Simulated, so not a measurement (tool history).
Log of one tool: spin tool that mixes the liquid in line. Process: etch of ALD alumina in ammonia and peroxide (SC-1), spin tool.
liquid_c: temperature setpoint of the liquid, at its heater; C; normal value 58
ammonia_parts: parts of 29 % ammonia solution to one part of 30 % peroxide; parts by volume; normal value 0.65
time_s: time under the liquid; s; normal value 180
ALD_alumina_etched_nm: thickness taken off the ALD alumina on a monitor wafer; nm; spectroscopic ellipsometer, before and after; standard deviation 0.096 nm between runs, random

run,hour,liquid_c,ammonia_parts,time_s,"read-back film thickness of the ALD alumina reference wafer, read on the same gauge (nm)",ALD_alumina_etched_nm
1,0,58,0.65,125,69.99,7.09
2,17.3,58,0.65,125,70.01,7.1
3,23.5,58,0.65,125,70,7.02
4,36.8,58,0.65,180,70.01,10.24
5,47.1,58,0.65,180,70.01,10.13
6,62.3,58,0.65,180,70,10.12
7,74.6,58,0.65,180,70.01,10.23
# hour 84.4: gauge calibrated
# hour 87.6: thermometer replaced
8,88,58,0.65,180,70.01,10.36
9,100.7,58,0.75,180,70.01,10.25
# hour 114.1: new drum of ammonia solution connected
10,114.8,67.5,0.9,80,70.01,7.59
# hour 118.9: heated supply line repaired
11,124.3,58,0.65,180,70,10.26
# hour 126.8: ammonia flow meter replaced
12,134.8,62.5,0.8,110,70.01,8.14
13,145,48.5,0.55,145,70.01,4.88
14,157.5,58,0.65,180,70.01,10.34

Run 15, settings as shown, results not yet in. Your forecast:
15,173.3,63.5,0.4,280,?,?

Run 15 gave read-back film thickness of the ALD alumina reference wafer, read on the same gauge (nm) 70.01, ALD_alumina_etched_nm 19.81 nm.
If the tool had no hidden condition, the same run with the same run-to-run variation would have returned ALD_alumina_etched_nm 19.81 nm.
